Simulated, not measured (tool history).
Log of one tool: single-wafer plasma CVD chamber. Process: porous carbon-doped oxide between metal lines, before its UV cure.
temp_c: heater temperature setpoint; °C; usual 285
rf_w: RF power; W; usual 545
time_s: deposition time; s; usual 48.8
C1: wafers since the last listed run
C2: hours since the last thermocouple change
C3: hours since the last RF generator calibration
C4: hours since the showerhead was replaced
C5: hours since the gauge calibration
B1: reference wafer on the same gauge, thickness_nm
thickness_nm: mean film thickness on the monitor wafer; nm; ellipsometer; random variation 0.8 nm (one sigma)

run 1 hour=0.0 | temp_c=285 rf_w=545 time_s=48.8 | C1=0 C2=2311.6 C3=2635.8 C4=3474.7 C5=29.4 | B1=321.949 | thickness_nm=293.172
run 2 hour=14.8 | temp_c=285 rf_w=545 time_s=48.8 | C1=325 C2=2326.4 C3=2650.6 C4=3489.5 C5=44.2 | B1=321.915 | thickness_nm=292.747
run 3 hour=32.5 | temp_c=285 rf_w=545 time_s=48.8 | C1=388 C2=2344.1 C3=2668.3 C4=3507.2 C5=61.9 | B1=322.051 | thickness_nm=294.327
run 4 hour=48.1 | temp_c=285 rf_w=545 time_s=48.8 | C1=342 C2=2359.7 C3=2683.9 C4=3522.8 C5=77.5 | B1=321.562 | thickness_nm=293.450
run 5 hour=61.3 | temp_c=285 rf_w=545 time_s=48.8 | C1=289 C2=2372.9 C3=2697.1 C4=3536.0 C5=90.7 | B1=321.981 | thickness_nm=294.078
run 6 hour=73.9 | temp_c=285 rf_w=545 time_s=48.8 | C1=276 C2=2385.5 C3=2709.7 C4=3548.6 C5=103.3 | B1=322.212 | thickness_nm=293.041
-- hour=83.3 RF generator calibrated
-- hour=92.1 thermocouple changed; heater temperature recalibrated
run 7 hour=92.6 | temp_c=285 rf_w=625 time_s=48.8 | C1=59 C2=0.5 C3=9.3 C4=3567.3 C5=122.0 | B1=321.875 | thickness_nm=319.453
run 8 hour=92.9 | temp_c=285 rf_w=625 time_s=48.8 | C1=6 C2=0.8 C3=9.6 C4=3567.6 C5=122.3 | B1=321.997 | thickness_nm=320.119
-- hour=114.3 showerhead replaced
run 9 hour=114.8 | temp_c=285 rf_w=545 time_s=48.8 | C1=305 C2=22.7 C3=31.5 C4=0.5 C5=144.2 | B1=321.910 | thickness_nm=294.210
run 10 hour=120.8 | temp_c=271 rf_w=645 time_s=41.8 | C1=131 C2=28.7 C3=37.5 C4=6.5 C5=150.2 | B1=321.808 | thickness_nm=305.978
-- hour=120.9 gauge calibrated
run 11 hour=138.5 | temp_c=296 rf_w=545 time_s=57.3 | C1=388 C2=46.4 C3=55.2 C4=24.2 C5=17.6 | B1=322.127 | thickness_nm=320.825
run 12 hour=166.0 | temp_c=285 rf_w=545 time_s=48.8 | C1=604 C2=73.9 C3=82.7 C4=51.7 C5=45.1 | B1=321.787 | thickness_nm=293.592
run 13 hour=181.5 | temp_c=273 rf_w=500 time_s=52.1 | C1=340 C2=89.4 C3=98.2 C4=67.2 C5=60.6 | B1=322.075 | thickness_nm=320.235
run 14 hour=206.2 | temp_c=272 rf_w=545 time_s=57.3 | C1=542 C2=114.1 C3=122.9 C4=91.9 C5=85.3 | B1=321.562 | thickness_nm=371.573
run 15 hour=212.4 | temp_c=285 rf_w=640 time_s=48.8 | C1=136 C2=120.3 C3=129.1 C4=98.1 C5=91.5 | B1=321.598 | thickness_nm=324.576
run 16 hour=228.8 | temp_c=277 rf_w=545 time_s=54.9 | C1=360 C2=136.7 C3=145.5 C4=114.5 C5=107.9 | B1=322.358 | thickness_nm=345.623
run 17 hour=240.0 | temp_c=285 rf_w=545 time_s=48.8 | C1=246 C2=147.9 C3=156.7 C4=125.7 C5=119.1 | B1=322.151 | thickness_nm=293.811
run 18 hour=254.5 | temp_c=297 rf_w=610 time_s=53.8 | C1=318 C2=162.4 C3=171.2 C4=140.2 C5=133.6 | B1=321.918 | thickness_nm=323.393
-- hour=257.3 gauge calibrated
run 19 hour=266.4 | temp_c=276 rf_w=610 time_s=48.8 | C1=261 C2=174.3 C3=183.1 C4=152.1 C5=9.1 | B1=322.044 | thickness_nm=332.564

4 ways to go on from here, each from the tool as it stands after run 19. What would each give?
run A hour=266.8 | temp_c=285 rf_w=545 time_s=40.5 | C1=8 C2=174.7 C3=183.5 C4=152.5 C5=9.5 | B1=? | thickness_nm=?
run B hour=266.8 | temp_c=279 rf_w=650 time_s=44.5 | C1=8 C2=174.7 C3=183.5 C4=152.5 C5=9.5 | B1=? | thickness_nm=?
run C hour=266.8 | temp_c=285 rf_w=545 time_s=54.5 | C1=8 C2=174.7 C3=183.5 C4=152.5 C5=9.5 | B1=? | thickness_nm=?
run D hour=266.8 | temp_c=285 rf_w=510 time_s=55.0 | C1=8 C2=174.7 C3=183.5 C4=152.5 C5=9.5 | B1=? | thickness_nm=?

run=A B1=322.148 thickness_nm=243.952
run=B B1=322.148 thickness_nm=309.920
run=C B1=322.148 thickness_nm=326.166
run=D B1=322.148 thickness_nm=315.481
Without the tool's hidden state the same runs would have given:
run=A thickness_nm=243.952
run=B thickness_nm=309.920
run=C thickness_nm=326.166
run=D thickness_nm=315.481
